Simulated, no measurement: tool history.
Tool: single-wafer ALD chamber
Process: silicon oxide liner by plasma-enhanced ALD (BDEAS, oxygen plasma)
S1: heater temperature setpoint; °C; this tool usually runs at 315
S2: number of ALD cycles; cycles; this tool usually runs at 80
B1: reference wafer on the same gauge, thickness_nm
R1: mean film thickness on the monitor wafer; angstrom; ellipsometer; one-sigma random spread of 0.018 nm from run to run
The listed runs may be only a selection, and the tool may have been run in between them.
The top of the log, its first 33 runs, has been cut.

run     day   S1  S2     B1     R1
 34  33.450  310  87  6.362  75.67
 35  34.392  311  92  6.359  79.85
 36  35.617  326  85  6.355  71.89
 37  37.092  315  80  6.350  69.04
     38.467  -- gauge calibrated
 38  40.071  300  96  6.474  86.76
 39  41.412  304  72  6.475  64.15
 40  42.442  311  74  6.463  65.31
 41  43.200  322  67  6.471  58.02
 42  44.496  309  80  6.461  70.85
 43  45.700  315  80  6.462  70.24
 44  46.900  310  93  6.461  82.50
 45  47.562  303  90  6.455  80.37
 46  48.962  327  65  6.453  55.76
 47  49.954  315  80  6.450  69.69
 48  51.229  304  80  6.452  70.83

3 ways to go on from here, each from the tool as it stands after run 48. What would each give?
  A  51.250  315  80   ?   ?
  B  51.250  328  87   ?   ?
  C  51.250  309  89   ?   ?

run     B1     R1
  A  6.438  70.00
  B  6.438  74.51
  C  6.438  78.63
Without the tool's unlogged condition, the same runs would have read:
run     R1
  A  70.46
  B  75.01
  C  79.15
